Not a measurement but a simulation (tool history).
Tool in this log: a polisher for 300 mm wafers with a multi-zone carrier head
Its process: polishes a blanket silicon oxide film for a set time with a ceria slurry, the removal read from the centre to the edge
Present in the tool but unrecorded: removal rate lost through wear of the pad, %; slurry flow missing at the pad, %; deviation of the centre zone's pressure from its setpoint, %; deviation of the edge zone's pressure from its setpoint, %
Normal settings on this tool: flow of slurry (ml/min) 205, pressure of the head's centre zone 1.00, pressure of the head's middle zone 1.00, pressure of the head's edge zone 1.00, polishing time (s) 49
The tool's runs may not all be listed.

| run | day | flow of slurry (ml/min) | pressure of the head's centre zone | pressure of the head's middle zone | pressure of the head's edge zone | polishing time (s) | wafers since the last listed run | wafers polished on this pad | hours since the slurry nozzle was cleaned | hours since the centre zone pressure was calibrated | hours since the edge zone pressure was calibrated | hours since the carrier head's membrane was replaced | incoming thickness of the incoming film, nm | film removed at the wafer's centre (angstrom) | film removed at mid-radius (angstrom) | film removed at the wafer's edge (angstrom) |
|---|---|---|---|---|---|---|---|---|---|---|---|---|---|---|---|---|
| 1 | 0.000 | 205 | 0.97 | 1.00 | 1.00 | 49 | 0 | 266 | 418.7 | 709.6 | 915.1 | 910.4 | 733.4 | 3038 | 3042 | 3148 |
| 2 | 1.325 | 205 | 1.00 | 1.00 | 1.09 | 49 | 259 | 526 | 450.5 | 741.4 | 946.9 | 942.2 | 742.9 | 3159 | 3077 | 3272 |
| 3 | 2.062 | 205 | 1.00 | 1.00 | 1.09 | 49 | 144 | 670 | 468.2 | 759.1 | 964.6 | 959.9 | 725.6 | 3151 | 3016 | 3185 |
| 4 | 3.425 | 205 | 1.00 | 1.00 | 1.09 | 49 | 266 | 937 | 500.9 | 791.8 | 997.3 | 992.6 | 727.3 | 3155 | 3019 | 3251 |
|  | 4.000 | worn pad replaced by a new one |
| 5 | 4.917 | 205 | 1.00 | 1.00 | 0.95 | 49 | 259 | 179 | 536.7 | 827.6 | 1033.1 | 1028.4 | 727.7 | 3139 | 2954 | 3087 |
| 6 | 5.925 | 205 | 1.00 | 1.00 | 0.95 | 49 | 197 | 377 | 560.9 | 851.8 | 1057.3 | 1052.6 | 718.6 | 3105 | 3047 | 3141 |
| 7 | 6.446 | 205 | 1.00 | 1.00 | 0.95 | 49 | 102 | 479 | 573.4 | 864.3 | 1069.8 | 1065.1 | 717.4 | 3180 | 3085 | 3062 |
|  | 6.979 | edge zone pressure recalibrated |
| 8 | 7.783 | 205 | 1.00 | 0.95 | 1.00 | 49 | 245 | 725 | 605.5 | 896.4 | 19.3 | 1097.2 | 734.2 | 3117 | 2976 | 3223 |
| 9 | 8.742 | 205 | 1.00 | 1.00 | 0.92 | 49 | 187 | 912 | 628.5 | 919.4 | 42.3 | 1120.2 | 728.9 | 3081 | 3026 | 3104 |
|  | 8.954 | worn pad replaced by a new one |
| 10 | 9.329 | 205 | 1.00 | 1.00 | 0.95 | 49 | 82 | 73 | 642.6 | 933.5 | 56.4 | 1134.3 | 714.1 | 3153 | 3075 | 3138 |
| 11 | 9.883 | 185 | 1.04 | 1.00 | 0.93 | 65 | 108 | 181 | 655.9 | 946.8 | 69.7 | 1147.6 | 730.1 | 4235 | 3990 | 4057 |

What does the tool deliver on the next run?
|  | 10.433 | slurry nozzle cleaned |
|  | 11.292 | carrier head's membrane replaced by a new one |
| 12 | 11.312 | 235 | 1.00 | 1.04 | 1.06 | 32 | 230 | 412 | 21.1 | 981.1 | 104.0 | 0.5 | 720.1 | ? | ? | ? |

Run 12 yielded film removed at the wafer's centre (angstrom) 2086, film removed at mid-radius (angstrom) 2102, film removed at the wafer's edge (angstrom) 2104.
Without the tool's hidden state the same run would have given film removed at the wafer's centre (angstrom) 2086, film removed at mid-radius (angstrom) 2102, film removed at the wafer's edge (angstrom) 2104.
